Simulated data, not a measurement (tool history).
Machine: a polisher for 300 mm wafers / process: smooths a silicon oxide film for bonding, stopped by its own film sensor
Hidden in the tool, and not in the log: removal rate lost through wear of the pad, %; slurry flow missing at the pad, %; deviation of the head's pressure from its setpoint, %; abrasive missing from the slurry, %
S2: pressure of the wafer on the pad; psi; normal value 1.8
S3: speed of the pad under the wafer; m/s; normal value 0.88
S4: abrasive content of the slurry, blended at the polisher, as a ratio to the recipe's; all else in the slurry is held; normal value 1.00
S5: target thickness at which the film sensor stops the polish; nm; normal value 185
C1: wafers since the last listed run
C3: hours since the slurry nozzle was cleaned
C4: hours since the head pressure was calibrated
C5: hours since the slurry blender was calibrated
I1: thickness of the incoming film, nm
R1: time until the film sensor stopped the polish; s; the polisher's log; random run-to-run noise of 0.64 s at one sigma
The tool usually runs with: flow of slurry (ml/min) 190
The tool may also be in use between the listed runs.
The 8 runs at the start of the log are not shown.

{"day": 8.375, "done": "slurry blender recalibrated"}
{"run": 9, "day": 8.95, "flow of slurry (ml/min)": 190, "S2": 1.8, "S3": 0.88, "S4": 1.0, "S5": 185, "C1": 238, "wafers polished on this pad": 1307, "C3": 489.6, "C4": 504.2, "C5": 13.8, "I1": 210.3, "R1": 54.7}
{"run": 10, "day": 9.762, "flow of slurry (ml/min)": 190, "S2": 1.8, "S3": 0.88, "S4": 1.0, "S5": 185, "C1": 144, "wafers polished on this pad": 1452, "C3": 509.1, "C4": 523.7, "C5": 33.3, "I1": 207.3, "R1": 49.1}
{"run": 11, "day": 10.796, "flow of slurry (ml/min)": 190, "S2": 1.8, "S3": 0.88, "S4": 1.0, "S5": 185, "C1": 183, "wafers polished on this pad": 1635, "C3": 533.9, "C4": 548.5, "C5": 58.1, "I1": 207.6, "R1": 51.2}
{"day": 11.717, "done": "worn pad replaced by a new one"}
{"run": 12, "day": 12.275, "flow of slurry (ml/min)": 190, "S2": 1.8, "S3": 0.88, "S4": 1.0, "S5": 185, "C1": 233, "wafers polished on this pad": 98, "C3": 569.4, "C4": 584.0, "C5": 93.6, "I1": 208.9, "R1": 49.2}
{"run": 13, "day": 12.892, "flow of slurry (ml/min)": 190, "S2": 1.8, "S3": 0.88, "S4": 1.0, "S5": 191, "C1": 109, "wafers polished on this pad": 208, "C3": 584.2, "C4": 598.8, "C5": 108.4, "I1": 213.0, "R1": 45.0}
{"day": 16.896, "done": "slurry blender recalibrated"}
{"run": 14, "day": 16.917, "flow of slurry (ml/min)": 190, "S2": 2.1, "S3": 0.88, "S4": 1.0, "S5": 189, "C1": 700, "wafers polished on this pad": 908, "C3": 680.8, "C4": 695.4, "C5": 0.5, "I1": 212.4, "R1": 43.9}
{"run": 15, "day": 18.392, "flow of slurry (ml/min)": 190, "S2": 1.8, "S3": 0.88, "S4": 1.0, "S5": 185, "C1": 262, "wafers polished on this pad": 1170, "C3": 716.2, "C4": 730.8, "C5": 35.9, "I1": 213.2, "R1": 61.2}
{"run": 16, "day": 19.083, "flow of slurry (ml/min)": 160, "S2": 1.8, "S3": 0.6, "S4": 1.0, "S5": 185, "C1": 122, "wafers polished on this pad": 1293, "C3": 732.8, "C4": 747.4, "C5": 52.5, "I1": 213.4, "R1": 84.8}
{"run": 17, "day": 20.3, "flow of slurry (ml/min)": 190, "S2": 2.0, "S3": 0.88, "S4": 1.0, "S5": 185, "C1": 216, "wafers polished on this pad": 1509, "C3": 762.0, "C4": 776.6, "C5": 81.7, "I1": 206.6, "R1": 42.7}
{"run": 18, "day": 21.738, "flow of slurry (ml/min)": 190, "S2": 1.8, "S3": 0.88, "S4": 1.0, "S5": 176, "C1": 255, "wafers polished on this pad": 1765, "C3": 796.5, "C4": 811.1, "C5": 116.2, "I1": 211.6, "R1": 83.2}
{"day": 22.004, "done": "worn pad replaced by a new one"}
{"run": 19, "day": 22.362, "flow of slurry (ml/min)": 190, "S2": 1.8, "S3": 0.88, "S4": 1.0, "S5": 191, "C1": 81, "wafers polished on this pad": 63, "C3": 811.5, "C4": 826.1, "C5": 131.2, "I1": 211.6, "R1": 42.1}
{"day": 22.525, "done": "slurry nozzle cleaned"}
{"run": 20, "day": 23.079, "flow of slurry (ml/min)": 150, "S2": 1.8, "S3": 0.74, "S4": 1.0, "S5": 185, "C1": 119, "wafers polished on this pad": 183, "C3": 13.3, "C4": 843.3, "C5": 148.4, "I1": 207.8, "R1": 56.4}
{"run": 21, "day": 23.612, "flow of slurry (ml/min)": 190, "S2": 2.1, "S3": 0.7, "S4": 1.0, "S5": 183, "C1": 94, "wafers polished on this pad": 278, "C3": 26.1, "C4": 856.1, "C5": 161.2, "I1": 208.3, "R1": 54.5}
{"day": 24.242, "done": "head pressure recalibrated"}
{"run": 22, "day": 24.317, "flow of slurry (ml/min)": 155, "S2": 1.8, "S3": 0.88, "S4": 1.0, "S5": 185, "C1": 110, "wafers polished on this pad": 388, "C3": 43.0, "C4": 1.8, "C5": 178.1, "I1": 208.2, "R1": 48.3}
{"day": 25.579, "done": "slurry blender recalibrated"}
{"run": 23, "day": 28.025, "flow of slurry (ml/min)": 155, "S2": 1.8, "S3": 0.88, "S4": 1.0, "S5": 185, "C1": 644, "wafers polished on this pad": 1032, "C3": 132.0, "C4": 90.8, "C5": 58.7, "I1": 210.8, "R1": 56.9}
{"run": 24, "day": 28.579, "flow of slurry (ml/min)": 190, "S2": 1.8, "S3": 0.98, "S4": 1.1, "S5": 185, "C1": 98, "wafers polished on this pad": 1130, "C3": 145.3, "C4": 104.1, "C5": 72.0, "I1": 208.5, "R1": 44.3}
{"run": 25, "day": 32.125, "flow of slurry (ml/min)": 130, "S2": 2.4, "S3": 0.76, "S4": 0.75, "S5": 185, "C1": 629, "wafers polished on this pad": 1760, "C3": 230.4, "C4": 189.2, "C5": 157.1, "I1": 208.6, "R1": 55.7}
{"day": 32.362, "done": "worn pad replaced by a new one"}
{"run": 26, "day": 33.538, "flow of slurry (ml/min)": 225, "S2": 1.8, "S3": 0.88, "S4": 1.1, "S5": 185, "C1": 221, "wafers polished on this pad": 208, "C3": 264.3, "C4": 223.1, "C5": 191.0, "I1": 208.7, "R1": 45.4}
{"run": 27, "day": 34.058, "flow of slurry (ml/min)": 190, "S2": 1.8, "S3": 0.88, "S4": 1.0, "S5": 185, "C1": 92, "wafers polished on this pad": 301, "C3": 276.8, "C4": 235.6, "C5": 203.5, "I1": 208.0, "R1": 48.3}
{"run": 28, "day": 34.954, "flow of slurry (ml/min)": 190, "S2": 2.0, "S3": 1.1, "S4": 1.0, "S5": 185, "C1": 159, "wafers polished on this pad": 460, "C3": 298.3, "C4": 257.1, "C5": 225.0, "I1": 213.1, "R1": 43.8}
{"day": 35.067, "done": "slurry blender recalibrated"}
{"run": 29, "day": 38.408, "flow of slurry (ml/min)": 190, "S2": 1.8, "S3": 0.88, "S4": 1.0, "S5": 185, "C1": 598, "wafers polished on this pad": 1059, "C3": 381.2, "C4": 340.0, "C5": 80.2, "I1": 209.3, "R1": 52.6}
{"run": 30, "day": 39.867, "flow of slurry (ml/min)": 190, "S2": 1.8, "S3": 0.88, "S4": 1.0, "S5": 185, "C1": 259, "wafers polished on this pad": 1318, "C3": 416.2, "C4": 375.0, "C5": 115.2, "I1": 211.2, "R1": 56.0}
{"day": 40.654, "done": "worn pad replaced by a new one"}
{"run": 31, "day": 40.967, "flow of slurry (ml/min)": 130, "S2": 1.8, "S3": 0.88, "S4": 1.0, "S5": 185, "C1": 165, "wafers polished on this pad": 55, "C3": 442.6, "C4": 401.4, "C5": 141.6, "I1": 209.3, "R1": 53.6}

Consider 3 possible next runs. They are alternatives, not a sequence: every one starts from the tool as it was left by run 31. What does each give?
{"run": "A", "day": 40.983, "flow of slurry (ml/min)": 190, "S2": 1.8, "S3": 0.88, "S4": 1.25, "S5": 185, "C1": 2, "wafers polished on this pad": 58, "C3": 443.0, "C4": 401.8, "C5": 142.0, "I1": 214.1, "R1": "?"}
{"run": "B", "day": 40.983, "flow of slurry (ml/min)": 190, "S2": 1.8, "S3": 1.16, "S4": 1.0, "S5": 190, "C1": 2, "wafers polished on this pad": 58, "C3": 443.0, "C4": 401.8, "C5": 142.0, "I1": 214.1, "R1": "?"}
{"run": "C", "day": 40.983, "flow of slurry (ml/min)": 190, "S2": 2.1, "S3": 0.88, "S4": 1.15, "S5": 185, "C1": 2, "wafers polished on this pad": 58, "C3": 443.0, "C4": 401.8, "C5": 142.0, "I1": 214.1, "R1": "?"}

run=A R1=54.7
run=B R1=40.2
run=C R1=48.6
Without the tool's unlogged condition, the same runs would have read:
run=A R1=54.2
run=B R1=39.8
run=C R1=48.1
